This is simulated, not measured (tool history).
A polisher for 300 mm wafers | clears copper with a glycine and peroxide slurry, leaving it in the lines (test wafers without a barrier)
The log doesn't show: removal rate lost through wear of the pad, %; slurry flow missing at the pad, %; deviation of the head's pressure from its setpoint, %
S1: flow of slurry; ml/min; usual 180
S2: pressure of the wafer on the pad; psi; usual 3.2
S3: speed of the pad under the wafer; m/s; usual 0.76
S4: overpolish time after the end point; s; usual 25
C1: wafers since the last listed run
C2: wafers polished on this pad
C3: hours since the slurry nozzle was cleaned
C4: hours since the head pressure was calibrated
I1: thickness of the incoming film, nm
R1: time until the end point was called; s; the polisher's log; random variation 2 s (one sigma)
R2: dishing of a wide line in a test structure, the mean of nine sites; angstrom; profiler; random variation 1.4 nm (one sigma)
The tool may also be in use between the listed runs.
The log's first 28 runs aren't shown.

{"run": 29, "hour": 456.9, "S1": 230, "S2": 3.5, "S3": 0.98, "S4": 35, "C1": 75, "C2": 215, "C3": 197.6, "C4": 116.3, "I1": 490.5, "R1": 91.4, "R2": 1030}
{"run": 30, "hour": 473.1, "S1": 120, "S2": 3.6, "S3": 0.5, "S4": 38, "C1": 77, "C2": 292, "C3": 213.8, "C4": 132.5, "I1": 487.1, "R1": 165.9, "R2": 748}
{"run": 31, "hour": 490.3, "S1": 180, "S2": 2.4, "S3": 0.76, "S4": 25, "C1": 81, "C2": 374, "C3": 231, "C4": 149.7, "I1": 495.4, "R1": 151.2, "R2": 567}
{"run": 32, "hour": 498.0, "S1": 235, "S2": 3.7, "S3": 0.76, "S4": 25, "C1": 36, "C2": 411, "C3": 238.7, "C4": 157.4, "I1": 490.8, "R1": 109.9, "R2": 748}
{"run": 33, "hour": 507.7, "S1": 180, "S2": 3.2, "S3": 0.76, "S4": 25, "C1": 46, "C2": 457, "C3": 248.4, "C4": 167.1, "I1": 487.3, "R1": 128.2, "R2": 651}
{"hour": 508.8, "done": "slurry nozzle cleaned"}
{"run": 34, "hour": 523.3, "S1": 180, "S2": 3.2, "S3": 0.76, "S4": 10, "C1": 69, "C2": 527, "C3": 14.5, "C4": 182.7, "I1": 492.3, "R1": 128.9, "R2": 302}
{"run": 35, "hour": 556.6, "S1": 180, "S2": 2.5, "S3": 0.76, "S4": 39, "C1": 158, "C2": 685, "C3": 47.8, "C4": 216, "I1": 500.4, "R1": 153.1, "R2": 788}
{"run": 36, "hour": 563.5, "S1": 235, "S2": 3.5, "S3": 0.82, "S4": 39, "C1": 32, "C2": 718, "C3": 54.7, "C4": 222.9, "I1": 482.5, "R1": 111.5, "R2": 985}

Forecast each of these 3 alternatives for the next run:
{"run": "A", "hour": 564.0, "S1": 180, "S2": 3.2, "S3": 0.76, "S4": 25, "C1": 2, "C2": 721, "C3": 55.2, "C4": 223.4, "I1": 487.6, "R1": "?", "R2": "?"}
{"run": "B", "hour": 564.0, "S1": 180, "S2": 2.5, "S3": 0.6, "S4": 34, "C1": 2, "C2": 721, "C3": 55.2, "C4": 223.4, "I1": 487.6, "R1": "?", "R2": "?"}
{"run": "C", "hour": 564.0, "S1": 180, "S2": 2.6, "S3": 0.64, "S4": 30, "C1": 2, "C2": 721, "C3": 55.2, "C4": 223.4, "I1": 487.6, "R1": "?", "R2": "?"}

run=A R1=124 R2=636
run=B R1=171.6 R2=629
run=C R1=160.4 R2=601
Without the tool's hidden state the same runs would have given:
run=A R1=110.1 R2=695
run=B R1=152.4 R2=687
run=C R1=142.5 R2=657
